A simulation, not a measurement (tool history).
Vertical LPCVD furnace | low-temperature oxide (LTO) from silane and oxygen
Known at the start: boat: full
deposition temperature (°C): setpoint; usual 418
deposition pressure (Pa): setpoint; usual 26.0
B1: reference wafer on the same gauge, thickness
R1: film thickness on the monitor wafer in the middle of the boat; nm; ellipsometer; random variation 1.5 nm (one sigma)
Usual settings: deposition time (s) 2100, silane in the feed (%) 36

Run 1, hour 0.0: usual settings; B1 279.94. Result: R1 296.53 nm.
Run 2, hour 38.1: usual settings; B1 279.88. Result: R1 296.16 nm.
Run 3, hour 240.7: usual settings; B1 280.55. Result: R1 295.15 nm.
Run 4, hour 284.3: usual settings; B1 279.57. Result: R1 294.58 nm.
Run 5, hour 344.4: usual settings; B1 280.50. Result: R1 293.51 nm.
Run 6, hour 400.4: usual settings; B1 280.07. Result: R1 291.78 nm.
Run 7, hour 460.8: usual settings; B1 280.54. Result: R1 294.24 nm.
Run 8, hour 554.3: usual settings but deposition temperature (°C) 427; B1 279.47. Result: R1 320.75 nm.
Run 9, hour 619.7: usual settings but deposition temperature (°C) 427; B1 279.60. Result: R1 320.60 nm.
Run 10, hour 697.6: usual settings but deposition temperature (°C) 427; B1 279.67. Result: R1 321.86 nm.
Run 11, hour 750.1: usual settings but deposition temperature (°C) 412; B1 280.02. Result: R1 270.73 nm.
Run 12, hour 849.9: usual settings; B1 279.73. Result: R1 291.20 nm.
At hour 878.9: silane flow controller replaced.
At hour 967.4: pressure gauge zeroed.
Run 13, hour 967.9: usual settings; B1 279.73. Result: R1 321.64 nm.
Run 14, hour 998.1: usual settings but deposition temperature (°C) 428, deposition pressure (Pa) 29.3, silane in the feed (%) 41; B1 280.40. Result: R1 469.80 nm.
At hour 1061.7: gauge calibrated.
Run 15, hour 1103.4: usual settings but deposition temperature (°C) 408, deposition time (s) 1800, silane in the feed (%) 31; B1 279.24. Result: R1 201.39 nm.
Run 16, hour 1163.1: usual settings but deposition pressure (Pa) 30.7, deposition time (s) 2850, silane in the feed (%) 34; B1 280.32. Result: R1 476.54 nm.
Run 17, hour 1199.3: usual settings but silane in the feed (%) 33; B1 280.07. Result: R1 287.16 nm.
Run 18, hour 1236.3: usual settings but deposition pressure (Pa) 24.0, deposition time (s) 1890; B1 279.65. Result: R1 265.17 nm.
At hour 1265.0: thermocouples replaced and temperature profile calibrated.
Run 19, hour 1316.8: usual settings but deposition time (s) 1410, silane in the feed (%) 39; B1 279.52. Result: R1 236.17 nm.
Run 20, hour 1361.0: usual settings but deposition temperature (°C) 413, deposition pressure (Pa) 30.0, silane in the feed (%) 40; B1 279.73. Result: R1 396.66 nm.
Run 21, hour 1574.4: usual settings but deposition temperature (°C) 414, deposition time (s) 1320, silane in the feed (%) 30; B1 279.51. Result: R1 150.55 nm.
Run 22, hour 1660.3: usual settings but deposition temperature (°C) 407, deposition time (s) 2820, silane in the feed (%) 43; B1 280.04. Result: R1 466.20 nm.
Run 23, hour 1698.3: usual settings but deposition temperature (°C) 414, deposition pressure (Pa) 32.0, silane in the feed (%) 33; B1 280.23. Result: R1 336.50 nm.
Run 24, hour 1756.4: usual settings; B1 280.16. Result: R1 315.07 nm.

Forecast each of these 3 alternatives for the next run:
Run A, hour 1761.2: usual settings but deposition time (s) 1590; B1 ?. Result: R1 ?.
Run B, hour 1761.2: usual settings but deposition pressure (Pa) 23.3; B1 ?. Result: R1 ?.
Run C, hour 1761.2: usual settings but deposition temperature (°C) 408, silane in the feed (%) 33; B1 ?. Result: R1 ?.

run      B1      R1
  A  279.72  239.34
  B  279.72  283.52
  C  279.72  252.71
Without the tool's hidden state the same runs would have given:
run      R1
  A  241.23
  B  285.92
  C  254.79
